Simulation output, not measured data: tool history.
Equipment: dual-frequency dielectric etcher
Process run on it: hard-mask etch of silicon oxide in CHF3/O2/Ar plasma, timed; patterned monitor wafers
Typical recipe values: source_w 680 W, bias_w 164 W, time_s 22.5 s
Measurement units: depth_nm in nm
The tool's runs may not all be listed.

run,hour,source_w,bias_w,time_s,"read-back reference wafer on the same gauge, depth_nm",depth_nm
1,0,680,164,22.5,40.28,48.47
2,15.4,680,164,22.5,40.33,48.32
3,35.7,730,164,22.5,40.29,49.41
4,69.4,680,164,22.5,40.3,48.72
5,87.3,680,164,22.5,40.33,48.32
6,121.8,680,164,22.5,40.33,48.51
7,155.1,800,164,22.5,40.31,50.51
8,172.2,680,164,22.5,40.32,48.36
9,207.9,680,164,22.5,40.29,48.35
# hour 208.5: gauge calibrated
10,220.7,680,164,22.5,40.27,48.52
11,259,680,164,22.5,40.28,48.45
12,289.2,680,164,22.5,40.29,48.55
13,317.6,680,164,22.5,40.28,48.19
14,337.2,680,185,27.5,40.28,62.17
15,354.9,680,195,24.5,40.3,56.48
16,383.1,680,164,22.5,40.33,48.52
17,415,680,164,22.5,40.28,48.51
# hour 433: source power generator calibrated
# hour 438.5: bias power generator calibrated
# hour 440: wet clean of the chamber
# hour 445.8: upper electrode replaced
18,446.3,570,198,16.5,40.3,36.57
19,460.9,610,138,16.5,40.31,32.45
20,491.6,620,164,20.5,40.3,43.26
21,508.5,680,164,22.5,40.31,48.3
22,520.8,680,164,22.5,40.34,48.29
23,537.7,680,164,28,40.33,60.23
24,570.1,680,136,16.5,40.31,33.1
# hour 575.4: gauge calibrated
25,586.2,680,188,20.5,40.32,46.4
26,610.1,680,164,22.5,40.29,48.49

Alternative continuations, all from the tool just after run 26; predict every row:
A,610.5,680,164,22.5,?,?
B,610.5,680,143,26,?,?
C,610.5,550,152,22.5,?,?
D,610.5,680,164,18,?,?

run,"read-back reference wafer on the same gauge, depth_nm",depth_nm
A,40.32,48.4
B,40.32,53.09
C,40.32,44.63
D,40.32,38.72
With the hidden condition removed and each run's random variation left untouched, the same runs would have given:
run,depth_nm
A,48.4
B,53.09
C,44.63
D,38.72
